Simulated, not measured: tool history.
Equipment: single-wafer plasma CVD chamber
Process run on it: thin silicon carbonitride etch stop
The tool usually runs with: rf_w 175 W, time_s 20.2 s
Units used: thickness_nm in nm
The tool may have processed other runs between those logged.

| run | hour | rf_w | time_s | wafers since the last listed run | hours since the last thermocouple change | hours since the last RF generator calibration | hours since the showerhead was replaced | hours since the gauge calibration | read-back reference wafer on the same gauge, thickness_nm | thickness_nm |
|---|---|---|---|---|---|---|---|---|---|---|
| 1 | 0 | 175 | 20.2 | 0 | 426 | 686.3 | 2499.8 | 66.6 | 11.697 | 11.57 |
| 2 | 38.2 | 175 | 20.2 | 1075 | 464.2 | 724.5 | 2538 | 104.8 | 11.704 | 11.514 |
| 3 | 105 | 165 | 20.2 | 1880 | 531 | 791.3 | 2604.8 | 171.6 | 11.698 | 11.416 |
| 4 | 175.5 | 155 | 20.2 | 1984 | 601.5 | 861.8 | 2675.3 | 242.1 | 11.694 | 11.103 |
| 5 | 238.6 | 175 | 20.2 | 1776 | 664.6 | 924.9 | 2738.4 | 305.2 | 11.693 | 11.572 |
| 6 | 295.8 | 175 | 20.2 | 1610 | 721.8 | 982.1 | 2795.6 | 362.4 | 11.702 | 11.544 |
| 7 | 359.2 | 175 | 20.2 | 1784 | 785.2 | 1045.5 | 2859 | 425.8 | 11.698 | 11.558 |
| 8 | 390.7 | 175 | 20.2 | 886 | 816.7 | 1077 | 2890.5 | 457.3 | 11.697 | 11.482 |
|  | 418 | RF generator calibrated |
| 9 | 434.9 | 175 | 20.2 | 1018 | 860.9 | 16.9 | 2934.7 | 501.5 | 11.695 | 11.438 |
|  | 484.5 | thermocouple changed; heater temperature recalibrated |
| 10 | 485 | 175 | 20.2 | 1185 | 0.5 | 67 | 2984.8 | 551.6 | 11.704 | 11.414 |
|  | 520.5 | showerhead replaced |
| 11 | 529.4 | 175 | 24 | 1024 | 44.9 | 111.4 | 8.9 | 596 | 11.699 | 13.486 |
| 12 | 589.5 | 175 | 24 | 1691 | 105 | 171.5 | 69 | 656.1 | 11.703 | 13.411 |
|  | 624.6 | RF generator calibrated, repeated, since the last time left the tool worse |
| 13 | 629.9 | 210 | 18 | 911 | 145.4 | 5.3 | 109.4 | 696.5 | 11.7 | 10.959 |
| 14 | 664.7 | 175 | 20.2 | 979 | 180.2 | 40.1 | 144.2 | 731.3 | 11.698 | 11.689 |
| 15 | 718.6 | 185 | 18.1 | 1517 | 234.1 | 94 | 198.1 | 785.2 | 11.698 | 10.553 |

Run 16 is up next; what results do you expect?
|  | 759.8 | gauge calibrated |
| 16 | 763.5 | 175 | 20.2 | 1263 | 279 | 138.9 | 243 | 3.7 | ? | ? |

read-back reference wafer on the same gauge, thickness_nm: 11.701
thickness_nm: 11.597 nm
With the hidden condition absent and the run-to-run variation left alone, this run would have shown thickness_nm 11.672 nm.
